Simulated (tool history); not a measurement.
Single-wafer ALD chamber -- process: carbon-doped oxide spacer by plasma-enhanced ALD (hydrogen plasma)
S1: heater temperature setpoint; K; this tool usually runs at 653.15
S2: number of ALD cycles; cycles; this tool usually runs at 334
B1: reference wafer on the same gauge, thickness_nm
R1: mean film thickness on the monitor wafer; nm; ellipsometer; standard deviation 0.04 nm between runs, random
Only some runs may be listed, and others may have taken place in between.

Run 1, hour 0: usual settings but S2 379 cycles; B1 18.979. Result: R1 18.32 nm.
Run 2, hour 68.2: usual settings but S2 379 cycles; B1 18.981. Result: R1 18.377 nm.
Run 3, hour 126: usual settings but S2 309 cycles; B1 18.979. Result: R1 15.068 nm.
Run 4, hour 177.5: usual settings but S2 309 cycles; B1 18.981. Result: R1 15.027 nm.
Run 5, hour 238.9: usual settings; B1 18.999. Result: R1 16.21 nm.
Run 6, hour 300.3: usual settings; B1 19.001. Result: R1 16.263 nm.
Run 7, hour 325.8: usual settings; B1 19.006. Result: R1 16.266 nm.
Run 8, hour 351.9: usual settings; B1 18.998. Result: R1 16.183 nm.
Run 9, hour 395.8: usual settings but S1 649.15 K; B1 19.019. Result: R1 16.234 nm.
At hour 431.9: thermocouple changed; heater temperature recalibrated.
Run 10, hour 459.3: usual settings but S1 649.15 K; B1 19.033. Result: R1 16.314 nm.
Run 11, hour 488.6: usual settings; B1 19.015. Result: R1 16.305 nm.
Run 12, hour 559.6: usual settings; B1 19.012. Result: R1 16.272 nm.
Run 13, hour 620.4: usual settings; B1 19.035. Result: R1 16.232 nm.
Run 14, hour 663.5: usual settings; B1 19.03. Result: R1 16.322 nm.
Run 15, hour 700.3: usual settings but S1 665.15 K, S2 363 cycles; B1 19.021. Result: R1 17.602 nm.
At hour 768.5: gauge calibrated.
Run 16, hour 771: usual settings; B1 18.621. Result: R1 15.893 nm.
Run 17, hour 831.5: usual settings but S2 304 cycles; B1 18.667. Result: R1 14.529 nm.
Run 18, hour 859.8: usual settings but S1 646.15 K; B1 18.714. Result: R1 15.917 nm.
Run 19, hour 930.2: usual settings; B1 18.737. Result: R1 15.986 nm.
Run 20, hour 995.5: usual settings but S1 665.15 K, S2 395 cycles; B1 18.801. Result: R1 18.928 nm.
Run 21, hour 1021.3: usual settings; B1 18.793. Result: R1 16.034 nm.
Run 22, hour 1058.3: usual settings but S1 666.15 K, S2 285 cycles; B1 18.823. Result: R1 13.767 nm.
Run 23, hour 1115.9: usual settings but S1 646.15 K, S2 309 cycles; B1 18.844. Result: R1 14.867 nm.
Run 24, hour 1151.3: usual settings; B1 18.849. Result: R1 16.154 nm.
Run 25, hour 1198: usual settings but S2 309 cycles; B1 18.861. Result: R1 14.944 nm.
Run 26, hour 1253.1: usual settings but S1 658.15 K, S2 373 cycles; B1 18.906. Result: R1 18.114 nm.
Run 27, hour 1297.8: usual settings but S1 642.15 K, S2 377 cycles; B1 18.901. Result: R1 18.317 nm.
Run 28, hour 1340: usual settings; B1 18.925. Result: R1 16.179 nm.
Run 29, hour 1391.5: usual settings but S1 668.15 K, S2 378 cycles; B1 18.939. Result: R1 18.353 nm.

Below are 3 alternative next runs, each starting from the tool's condition after run 29. Predict each:
Run A, hour 1392.4: usual settings; B1 ?. Result: R1 ?.
Run B, hour 1392.4: usual settings but S1 661.15 K, S2 384 cycles; B1 ?. Result: R1 ?.
Run C, hour 1392.4: usual settings but S1 665.15 K, S2 312 cycles; B1 ?. Result: R1 ?.

run      B1      R1
  A  18.941  16.189
  B  18.941  18.612
  C  18.941  15.123
Had the tool no hidden state, the same runs would have come out as:
run      R1
  A  15.896
  B  18.276
  C  14.849
